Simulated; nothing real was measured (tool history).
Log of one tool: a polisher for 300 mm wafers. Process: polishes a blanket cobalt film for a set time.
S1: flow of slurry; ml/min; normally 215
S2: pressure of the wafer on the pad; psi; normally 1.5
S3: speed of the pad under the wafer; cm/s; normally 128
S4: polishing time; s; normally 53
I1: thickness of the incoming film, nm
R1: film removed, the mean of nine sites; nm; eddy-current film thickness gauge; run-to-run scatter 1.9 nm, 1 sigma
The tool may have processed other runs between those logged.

run,hour,S1,S2,S3,S4,I1,R1
1,0.0,215,1.5,128,53,1574.5,328.1
# hour 29.4: worn pad replaced by a new one
2,35.9,215,1.5,128,53,1564.2,330.5
3,48.1,215,1.5,128,53,1573.4,329.2
4,76.2,215,1.5,128,53,1528.8,325.6
5,107.1,215,1.5,128,53,1578.6,325.9
# hour 133.8: worn pad replaced by a new one
6,140.0,215,1.5,128,53,1546.6,328.0
7,156.0,215,1.5,128,61,1538.1,374.7
8,181.2,175,1.5,128,62,1546.1,370.7
9,205.8,175,1.5,128,62,1563.1,372.3
10,228.5,235,1.7,86,59,1582.4,277.8
# hour 270.2: worn pad replaced by a new one
11,329.5,290,1.5,108,37,1583.6,198.9
# hour 397.7: worn pad replaced by a new one
# hour 420.5: head pressure recalibrated
12,430.2,215,1.0,128,71,1560.7,264.6
13,451.6,215,1.2,96,59,1528.7,199.2
14,482.6,215,1.5,102,53,1557.8,233.7
# hour 487.9: slurry nozzle cleaned
15,503.0,215,1.3,146,35,1544.9,200.5
16,525.6,270,1.5,100,53,1591.8,250.1
# hour 535.0: worn pad replaced by a new one
17,582.3,215,1.5,128,53,1574.7,308.9
18,612.1,280,2.0,156,63,1534.4,616.9

Each row is a separate what-if for the run after 18, all from the same tool condition, not one after another. Results?
A,612.5,215,1.5,128,53,1558.8,?
B,612.5,275,1.1,128,38,1558.8,?
C,612.5,215,1.2,128,46,1558.8,?

run,R1
A,313.0
B,169.5
C,217.3
Take away the tool's hidden state, keep each run's random variation, and the runs would have read:
run,R1
A,303.6
B,164.3
C,210.8

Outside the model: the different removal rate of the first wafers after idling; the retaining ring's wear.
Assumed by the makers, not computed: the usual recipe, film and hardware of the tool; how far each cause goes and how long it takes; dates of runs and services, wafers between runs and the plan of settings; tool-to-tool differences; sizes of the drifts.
